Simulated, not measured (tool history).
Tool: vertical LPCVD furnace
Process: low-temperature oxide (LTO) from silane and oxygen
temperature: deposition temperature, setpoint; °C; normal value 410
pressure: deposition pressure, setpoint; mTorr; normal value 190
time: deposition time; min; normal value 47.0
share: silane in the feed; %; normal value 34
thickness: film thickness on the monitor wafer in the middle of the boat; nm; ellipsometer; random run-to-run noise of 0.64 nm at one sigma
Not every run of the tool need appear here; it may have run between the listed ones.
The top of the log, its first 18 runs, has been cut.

run	hour	temperature	pressure	time	share	read-back reference wafer on the same gauge, thickness	thickness
# hour 766.9: gauge calibrated
19	833.9	410	190	47.0	34	327.43	319.68
20	905.4	410	190	47.0	34	328.11	320.31
21	943.0	419	190	57.5	34	328.31	432.20
22	968.6	410	200	33.0	38	328.48	272.92
# hour 1011.7: silane flow controller replaced
23	1012.2	402	190	52.5	34	328.63	327.34
24	1042.6	417	225	57.0	40	328.77	606.27
25	1096.3	410	215	53.0	37	329.01	458.05
26	1126.5	410	145	47.0	39	329.18	290.85
27	1178.3	405	190	47.0	38	329.46	351.76
28	1225.7	410	190	58.5	34	329.57	399.83
29	1405.7	405	170	56.0	30	330.12	272.69
30	1474.3	410	215	53.0	37	330.22	458.79

Alternative continuations, all from the tool just after run 30; predict every row:
A	1478.7	410	190	47.0	34	?	?
B	1478.7	400	190	47.0	34	?	?
C	1478.7	410	145	59.5	34	?	?
D	1478.7	410	175	47.0	34	?	?
E	1478.7	410	150	54.5	29	?	?

run	read-back reference wafer on the same gauge, thickness	thickness
A	330.34	322.81
B	330.34	288.24
C	330.34	311.88
D	330.34	297.33
E	330.34	236.55
Without the tool's unlogged condition, the same runs would have read:
run	thickness
A	319.57
B	285.34
C	308.74
D	294.34
E	234.17
